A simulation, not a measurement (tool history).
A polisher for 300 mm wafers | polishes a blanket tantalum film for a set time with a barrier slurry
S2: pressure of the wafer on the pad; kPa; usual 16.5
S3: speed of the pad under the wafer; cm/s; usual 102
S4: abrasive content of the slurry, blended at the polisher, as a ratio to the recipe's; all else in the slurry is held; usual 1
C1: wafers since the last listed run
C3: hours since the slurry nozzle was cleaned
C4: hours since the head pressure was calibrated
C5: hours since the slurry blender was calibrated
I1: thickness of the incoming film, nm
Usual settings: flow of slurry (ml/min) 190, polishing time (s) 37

run 1 hour=0 | flow_of_slurry_(ml/min)=190 S2=16.5 S3=102 S4=1 polishing_time_(s)=37 | C1=0 wafers_polished_on_this_pad=501 C3=215.7 C4=732.5 C5=265.4 | I1=220.9 | film_removed_(Å)=694
run 2 hour=18.8 | flow_of_slurry_(ml/min)=190 S2=16.5 S3=102 S4=1 polishing_time_(s)=37 | C1=220 wafers_polished_on_this_pad=722 C3=234.5 C4=751.3 C5=284.2 | I1=219.4 | film_removed_(Å)=683
-- hour=29.6 worn pad replaced by a new one
run 3 hour=34.8 | flow_of_slurry_(ml/min)=190 S2=16.5 S3=102 S4=1 polishing_time_(s)=37 | C1=141 wafers_polished_on_this_pad=60 C3=250.5 C4=767.3 C5=300.2 | I1=221.8 | film_removed_(Å)=685
run 4 hour=42.7 | flow_of_slurry_(ml/min)=190 S2=16.5 S3=102 S4=1 polishing_time_(s)=27 | C1=92 wafers_polished_on_this_pad=153 C3=258.4 C4=775.2 C5=308.1 | I1=222 | film_removed_(Å)=509
run 5 hour=50.7 | flow_of_slurry_(ml/min)=190 S2=16.5 S3=102 S4=1 polishing_time_(s)=37 | C1=94 wafers_polished_on_this_pad=247 C3=266.4 C4=783.2 C5=316.1 | I1=220.9 | film_removed_(Å)=707
run 6 hour=57.2 | flow_of_slurry_(ml/min)=190 S2=16.5 S3=102 S4=1 polishing_time_(s)=37 | C1=76 wafers_polished_on_this_pad=324 C3=272.9 C4=789.7 C5=322.6 | I1=221.8 | film_removed_(Å)=709
run 7 hour=70.9 | flow_of_slurry_(ml/min)=225 S2=16.5 S3=128 S4=1 polishing_time_(s)=37 | C1=161 wafers_polished_on_this_pad=485 C3=286.6 C4=803.4 C5=336.3 | I1=219.4 | film_removed_(Å)=891
run 8 hour=82.6 | flow_of_slurry_(ml/min)=225 S2=16.5 S3=128 S4=1 polishing_time_(s)=37 | C1=137 wafers_polished_on_this_pad=622 C3=298.3 C4=815.1 C5=348 | I1=223.4 | film_removed_(Å)=886
-- hour=97.9 worn pad replaced by a new one
run 9 hour=98.4 | flow_of_slurry_(ml/min)=225 S2=16.5 S3=128 S4=1 polishing_time_(s)=37 | C1=138 wafers_polished_on_this_pad=6 C3=314.1 C4=830.9 C5=363.8 | I1=217.1 | film_removed_(Å)=896
run 10 hour=109.9 | flow_of_slurry_(ml/min)=190 S2=16.5 S3=102 S4=1 polishing_time_(s)=37 | C1=135 wafers_polished_on_this_pad=141 C3=325.6 C4=842.4 C5=375.3 | I1=215.7 | film_removed_(Å)=732
run 11 hour=124.9 | flow_of_slurry_(ml/min)=190 S2=16.5 S3=102 S4=1 polishing_time_(s)=37 | C1=176 wafers_polished_on_this_pad=317 C3=340.6 C4=857.4 C5=390.3 | I1=217.6 | film_removed_(Å)=712
run 12 hour=135.1 | flow_of_slurry_(ml/min)=190 S2=16.5 S3=102 S4=1 polishing_time_(s)=37 | C1=119 wafers_polished_on_this_pad=437 C3=350.8 C4=867.6 C5=400.5 | I1=218.9 | film_removed_(Å)=715
-- hour=144.4 slurry nozzle cleaned
-- hour=144.7 head pressure recalibrated
run 13 hour=145.2 | flow_of_slurry_(ml/min)=190 S2=16.5 S3=102 S4=1 polishing_time_(s)=37 | C1=103 wafers_polished_on_this_pad=540 C3=0.8 C4=0.5 C5=410.6 | I1=220.6 | film_removed_(Å)=633
run 14 hour=156.9 | flow_of_slurry_(ml/min)=190 S2=14.5 S3=102 S4=1 polishing_time_(s)=37 | C1=137 wafers_polished_on_this_pad=678 C3=12.5 C4=12.2 C5=422.3 | I1=219 | film_removed_(Å)=530
run 15 hour=164.8 | flow_of_slurry_(ml/min)=190 S2=14.5 S3=102 S4=1 polishing_time_(s)=37 | C1=92 wafers_polished_on_this_pad=771 C3=20.4 C4=20.1 C5=430.2 | I1=219.4 | film_removed_(Å)=541
-- hour=173 worn pad replaced by a new one, of another model than before
run 16 hour=182.4 | flow_of_slurry_(ml/min)=190 S2=16.5 S3=114 S4=1 polishing_time_(s)=37 | C1=159 wafers_polished_on_this_pad=110 C3=38 C4=37.7 C5=447.8 | I1=222.6 | film_removed_(Å)=674
run 17 hour=189.4 | flow_of_slurry_(ml/min)=190 S2=16.5 S3=102 S4=1 polishing_time_(s)=37 | C1=82 wafers_polished_on_this_pad=192 C3=45 C4=44.7 C5=454.8 | I1=220.6 | film_removed_(Å)=632
run 18 hour=198.8 | flow_of_slurry_(ml/min)=190 S2=16.5 S3=102 S4=1 polishing_time_(s)=37 | C1=110 wafers_polished_on_this_pad=303 C3=54.4 C4=54.1 C5=464.2 | I1=224.1 | film_removed_(Å)=617
run 19 hour=206.8 | flow_of_slurry_(ml/min)=190 S2=13.1 S3=102 S4=0.8 polishing_time_(s)=37 | C1=94 wafers_polished_on_this_pad=397 C3=62.4 C4=62.1 C5=472.2 | I1=222.7 | film_removed_(Å)=483
run 20 hour=219.1 | flow_of_slurry_(ml/min)=190 S2=16.5 S3=102 S4=1 polishing_time_(s)=37 | C1=144 wafers_polished_on_this_pad=541 C3=74.7 C4=74.4 C5=484.5 | I1=218.7 | film_removed_(Å)=616
run 21 hour=233.3 | flow_of_slurry_(ml/min)=140 S2=16.5 S3=102 S4=0.75 polishing_time_(s)=37 | C1=166 wafers_polished_on_this_pad=708 C3=88.9 C4=88.6 C5=498.7 | I1=220.2 | film_removed_(Å)=565
-- hour=241 slurry blender recalibrated
run 22 hour=250.8 | flow_of_slurry_(ml/min)=190 S2=16.5 S3=102 S4=1.3 polishing_time_(s)=37 | C1=182 wafers_polished_on_this_pad=891 C3=106.4 C4=106.1 C5=9.8 | I1=223.6 | film_removed_(Å)=665
-- hour=257.4 worn pad replaced by a new one
run 23 hour=262.3 | flow_of_slurry_(ml/min)=150 S2=16.5 S3=86 S4=1 polishing_time_(s)=37 | C1=88 wafers_polished_on_this_pad=57 C3=117.9 C4=117.6 C5=21.3 | I1=218.4 | film_removed_(Å)=535
run 24 hour=279.4 | flow_of_slurry_(ml/min)=190 S2=16.5 S3=102 S4=1 polishing_time_(s)=37 | C1=200 wafers_polished_on_this_pad=258 C3=135 C4=134.7 C5=38.4 | I1=219.5 | film_removed_(Å)=637
run 25 hour=295 | flow_of_slurry_(ml/min)=210 S2=16.5 S3=102 S4=1 polishing_time_(s)=37 | C1=183 wafers_polished_on_this_pad=442 C3=150.6 C4=150.3 C5=54 | I1=221 | film_removed_(Å)=627
run 26 hour=303.1 | flow_of_slurry_(ml/min)=190 S2=16.5 S3=102 S4=0.9 polishing_time_(s)=31 | C1=95 wafers_polished_on_this_pad=537 C3=158.7 C4=158.4 C5=62.1 | I1=218.7 | film_removed_(Å)=515
run 27 hour=313.7 | flow_of_slurry_(ml/min)=190 S2=16.5 S3=102 S4=1 polishing_time_(s)=37 | C1=124 wafers_polished_on_this_pad=662 C3=169.3 C4=169 C5=72.7 | I1=220.9 | film_removed_(Å)=638
run 28 hour=330.3 | flow_of_slurry_(ml/min)=190 S2=21.4 S3=102 S4=1 polishing_time_(s)=47 | C1=195 wafers_polished_on_this_pad=857 C3=185.9 C4=185.6 C5=89.3 | I1=221.4 | film_removed_(Å)=946
-- hour=335.3 worn pad replaced by a new one
run 29 hour=370.4 | flow_of_slurry_(ml/min)=190 S2=16.5 S3=102 S4=0.9 polishing_time_(s)=27 | C1=424 wafers_polished_on_this_pad=412 C3=226 C4=225.7 C5=129.4 | I1=217.5 | film_removed_(Å)=451
run 30 hour=378.1 | flow_of_slurry_(ml/min)=240 S2=15.2 S3=102 S4=1 polishing_time_(s)=37 | C1=90 wafers_polished_on_this_pad=502 C3=233.7 C4=233.4 C5=137.1 | I1=222.4 | film_removed_(Å)=594

4 ways to go on from here, each from the tool as it stands after run 30. What would each give?
run A hour=378.5 | flow_of_slurry_(ml/min)=230 S2=16.5 S3=102 S4=1 polishing_time_(s)=37 | C1=4 wafers_polished_on_this_pad=507 C3=234.1 C4=233.8 C5=137.5 | I1=219.8 | film_removed_(Å)=?
run B hour=378.5 | flow_of_slurry_(ml/min)=250 S2=16.5 S3=102 S4=1.2 polishing_time_(s)=37 | C1=4 wafers_polished_on_this_pad=507 C3=234.1 C4=233.8 C5=137.5 | I1=219.8 | film_removed_(Å)=?
run C hour=378.5 | flow_of_slurry_(ml/min)=215 S2=14.5 S3=102 S4=0.85 polishing_time_(s)=37 | C1=4 wafers_polished_on_this_pad=507 C3=234.1 C4=233.8 C5=137.5 | I1=219.8 | film_removed_(Å)=?
run D hour=378.5 | flow_of_slurry_(ml/min)=190 S2=16.5 S3=102 S4=1 polishing_time_(s)=33 | C1=4 wafers_polished_on_this_pad=507 C3=234.1 C4=233.8 C5=137.5 | I1=219.8 | film_removed_(Å)=?

run=A film_removed_(Å)=638
run=B film_removed_(Å)=670
run=C film_removed_(Å)=552
run=D film_removed_(Å)=562
Without the tool's hidden state the same runs would have given:
run=A film_removed_(Å)=636
run=B film_removed_(Å)=669
run=C film_removed_(Å)=551
run=D film_removed_(Å)=561

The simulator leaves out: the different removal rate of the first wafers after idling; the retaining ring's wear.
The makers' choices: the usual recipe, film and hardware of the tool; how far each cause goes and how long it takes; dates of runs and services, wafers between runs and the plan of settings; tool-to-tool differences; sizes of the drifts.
